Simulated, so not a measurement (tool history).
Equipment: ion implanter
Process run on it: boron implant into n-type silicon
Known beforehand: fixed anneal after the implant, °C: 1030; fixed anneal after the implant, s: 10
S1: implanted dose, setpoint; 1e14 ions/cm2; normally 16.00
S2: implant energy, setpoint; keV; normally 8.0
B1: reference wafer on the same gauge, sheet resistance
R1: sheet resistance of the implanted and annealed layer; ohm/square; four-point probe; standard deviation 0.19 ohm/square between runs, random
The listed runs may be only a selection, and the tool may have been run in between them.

run	day	S1	S2	B1	R1
1	0.000	16.00	8.0	105.01	124.10
2	0.471	16.00	8.0	105.00	124.05
3	0.721	16.00	8.0	104.98	124.00
4	1.358	16.00	8.0	105.00	123.95
5	2.162	16.00	8.0	104.99	124.23
6	2.442	16.00	8.0	104.98	124.32
7	2.946	14.81	7.0	105.03	134.38
8	3.267	19.35	10.0	105.00	105.90
9	3.592	19.35	10.0	104.99	105.95
10	3.867	19.35	10.0	105.03	106.17
11	4.592	16.00	8.0	105.00	123.99
12	4.979	16.00	8.0	104.97	124.29
13	5.350	16.00	8.0	105.01	124.14
14	6.075	16.00	8.0	104.96	124.42
15	6.683	14.54	7.0	105.03	134.93
16	7.325	16.00	7.0	105.00	131.59
17	7.600	12.20	10.0	105.03	128.19
18	8.217	13.44	6.5	105.01	142.50
19	8.858	17.25	8.0	105.01	121.64
20	9.112	14.54	7.0	105.02	134.88
# day 9.279: gauge calibrated
21	9.425	11.84	10.5	104.99	128.48
22	9.796	14.16	9.0	105.00	123.43
23	10.338	19.90	9.5	105.02	108.08
24	10.867	19.51	8.0	104.99	118.59
# day 11.704: Faraday cup replaced and dose calibrated
25	11.725	14.73	5.5	105.02	149.03
# day 12.500: extraction supply calibrated
26	12.521	19.18	7.5	104.99	122.56
27	12.588	16.00	10.5	104.99	110.46
28	13.321	16.00	8.0	105.00	124.11
29	15.300	20.76	8.0	104.99	117.34
30	15.771	16.00	7.0	104.99	131.71
31	16.088	16.00	8.0	104.98	123.94
32	18.192	19.90	9.5	105.00	108.17
33	18.800	16.00	8.0	105.00	124.38
34	19.329	16.00	8.0	105.00	123.87
35	20.012	14.59	8.0	104.99	127.65
36	20.667	12.46	7.0	105.00	142.68

List, for all runs, the conditions of the tool that the log does not record:
deviation of the true dose from the Faraday cup's reading, %: 0, the same for each run
deviation of the true energy from its setpoint, %: 0, the same for each run
gauge reads high (%): 0, the same for each run
